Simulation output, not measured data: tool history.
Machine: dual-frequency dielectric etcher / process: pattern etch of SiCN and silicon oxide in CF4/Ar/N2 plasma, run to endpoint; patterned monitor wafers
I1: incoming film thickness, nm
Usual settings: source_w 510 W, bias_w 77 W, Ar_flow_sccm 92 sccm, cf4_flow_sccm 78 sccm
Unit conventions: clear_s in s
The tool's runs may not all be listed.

{"run": 1, "hour": 0.0, "source_w": 510, "bias_w": 77, "Ar_flow_sccm": 92, "cf4_flow_sccm": 65, "I1": 13.5, "clear_s": 14.0}
{"hour": 13.5, "done": "bias power generator calibrated"}
{"run": 2, "hour": 33.3, "source_w": 430, "bias_w": 58, "Ar_flow_sccm": 92, "cf4_flow_sccm": 78, "I1": 13.6, "clear_s": 18.8}
{"run": 3, "hour": 66.6, "source_w": 590, "bias_w": 90, "Ar_flow_sccm": 78, "cf4_flow_sccm": 78, "I1": 13.66, "clear_s": 10.7}
{"hour": 99.0, "done": "CF4 flow controller replaced"}
{"run": 4, "hour": 99.5, "source_w": 510, "bias_w": 62, "Ar_flow_sccm": 110, "cf4_flow_sccm": 78, "I1": 13.67, "clear_s": 15.6}
{"run": 5, "hour": 131.4, "source_w": 510, "bias_w": 77, "Ar_flow_sccm": 92, "cf4_flow_sccm": 78, "I1": 13.57, "clear_s": 13.6}
{"run": 6, "hour": 160.6, "source_w": 510, "bias_w": 77, "Ar_flow_sccm": 92, "cf4_flow_sccm": 78, "I1": 13.59, "clear_s": 13.8}
{"run": 7, "hour": 189.2, "source_w": 470, "bias_w": 63, "Ar_flow_sccm": 104, "cf4_flow_sccm": 78, "I1": 13.57, "clear_s": 16.8}
{"run": 8, "hour": 210.6, "source_w": 510, "bias_w": 91, "Ar_flow_sccm": 92, "cf4_flow_sccm": 78, "I1": 13.47, "clear_s": 12.7}
{"run": 9, "hour": 234.7, "source_w": 560, "bias_w": 77, "Ar_flow_sccm": 92, "cf4_flow_sccm": 78, "I1": 13.58, "clear_s": 12.5}
{"hour": 277.0, "done": "wet clean of the chamber"}
{"run": 10, "hour": 277.5, "source_w": 480, "bias_w": 77, "Ar_flow_sccm": 92, "cf4_flow_sccm": 72, "I1": 13.62, "clear_s": 14.6}
{"run": 11, "hour": 291.7, "source_w": 510, "bias_w": 77, "Ar_flow_sccm": 92, "cf4_flow_sccm": 78, "I1": 13.58, "clear_s": 13.4}
{"run": 12, "hour": 316.8, "source_w": 580, "bias_w": 68, "Ar_flow_sccm": 92, "cf4_flow_sccm": 78, "I1": 13.75, "clear_s": 12.3}
{"run": 13, "hour": 336.5, "source_w": 610, "bias_w": 77, "Ar_flow_sccm": 92, "cf4_flow_sccm": 91, "I1": 13.68, "clear_s": 10.9}
{"run": 14, "hour": 370.9, "source_w": 580, "bias_w": 69, "Ar_flow_sccm": 92, "cf4_flow_sccm": 88, "I1": 13.73, "clear_s": 12.0}
{"run": 15, "hour": 383.6, "source_w": 510, "bias_w": 77, "Ar_flow_sccm": 92, "cf4_flow_sccm": 78, "I1": 13.67, "clear_s": 13.6}
{"run": 16, "hour": 427.6, "source_w": 510, "bias_w": 77, "Ar_flow_sccm": 92, "cf4_flow_sccm": 93, "I1": 13.64, "clear_s": 13.2}
{"run": 17, "hour": 462.8, "source_w": 510, "bias_w": 77, "Ar_flow_sccm": 112, "cf4_flow_sccm": 78, "I1": 13.65, "clear_s": 14.0}
{"run": 18, "hour": 482.2, "source_w": 510, "bias_w": 82, "Ar_flow_sccm": 85, "cf4_flow_sccm": 78, "I1": 13.63, "clear_s": 13.1}
{"run": 19, "hour": 494.4, "source_w": 510, "bias_w": 77, "Ar_flow_sccm": 92, "cf4_flow_sccm": 78, "I1": 13.53, "clear_s": 13.5}
{"run": 20, "hour": 508.7, "source_w": 510, "bias_w": 77, "Ar_flow_sccm": 92, "cf4_flow_sccm": 78, "I1": 13.47, "clear_s": 13.4}
{"run": 21, "hour": 537.7, "source_w": 380, "bias_w": 87, "Ar_flow_sccm": 110, "cf4_flow_sccm": 93, "I1": 13.62, "clear_s": 18.3}
{"run": 22, "hour": 572.8, "source_w": 510, "bias_w": 89, "Ar_flow_sccm": 106, "cf4_flow_sccm": 59, "I1": 13.57, "clear_s": 13.5}

Expected results for the next run?
{"run": 23, "hour": 589.6, "source_w": 510, "bias_w": 60, "Ar_flow_sccm": 92, "cf4_flow_sccm": 72, "I1": 13.62, "clear_s": "?"}

clear_s: 15.4 s
If the tool had no hidden condition, the same run with the same run-to-run variation would have returned clear_s 15.4 s.

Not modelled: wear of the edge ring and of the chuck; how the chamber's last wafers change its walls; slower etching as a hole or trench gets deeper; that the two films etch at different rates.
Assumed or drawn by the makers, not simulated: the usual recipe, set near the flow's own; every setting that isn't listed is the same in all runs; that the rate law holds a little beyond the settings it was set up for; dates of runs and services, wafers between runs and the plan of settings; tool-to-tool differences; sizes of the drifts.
